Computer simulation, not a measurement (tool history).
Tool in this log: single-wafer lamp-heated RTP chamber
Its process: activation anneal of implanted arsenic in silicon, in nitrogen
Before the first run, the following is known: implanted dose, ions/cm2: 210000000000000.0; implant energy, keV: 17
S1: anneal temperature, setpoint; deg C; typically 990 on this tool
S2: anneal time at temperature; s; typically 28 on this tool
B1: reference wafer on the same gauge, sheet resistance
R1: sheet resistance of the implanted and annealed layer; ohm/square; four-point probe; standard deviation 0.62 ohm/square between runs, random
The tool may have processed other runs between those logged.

run,day,S1,S2,B1,R1
1,0,990,28,334.99,414.17
2,0.988,984,28,334.8,415.29
3,2.088,990,28,334.54,413.56
4,2.829,990,32,334.72,412.66
5,3.754,990,32,334.19,412.46
# day 4.821: reflector plate cleaned
6,4.842,990,28,333.81,413.19
7,5.229,990,23,333.57,413.25
8,5.838,990,28,333.54,412.01
9,6.621,990,28,333.28,412.15
# day 9.888: gauge calibrated
10,9.954,990,28,335.94,414.61
11,10.696,990,28,336.16,415.31
12,11.308,976,32,336.24,417.3
13,12.442,990,28,335.93,413.54
14,13.679,990,22,335.57,415.39
# day 14.492: reflector plate cleaned
15,14.892,998,13,335.71,416.77
# day 15.492: pyrometer window cleaned and pyrometer calibrated
16,15.512,990,17,335.59,416.44
17,16.15,1006,20,335.43,414.9
18,16.738,963,20,335.23,419
19,17.475,990,14,334.82,416.87
20,18.933,990,28,334.5,413.39
21,19.846,990,28,334.43,412.65
22,20.95,990,28,333.7,411.96

Branching from run 22: 5 alternative next runs. What would each branch give?
A,20.967,1010,28,?,?
B,20.967,982,12,?,?
C,20.967,980,38,?,?
D,20.967,976,34,?,?
E,20.967,1007,35,?,?

run,B1,R1
A,333.7,408.98
B,333.7,416.38
C,333.7,411.38
D,333.7,412.45
E,333.7,407.97
Without the tool's unlogged condition, the same runs would have read:
run,R1
A,411.72
B,419.17
C,414.14
D,415.21
E,410.7
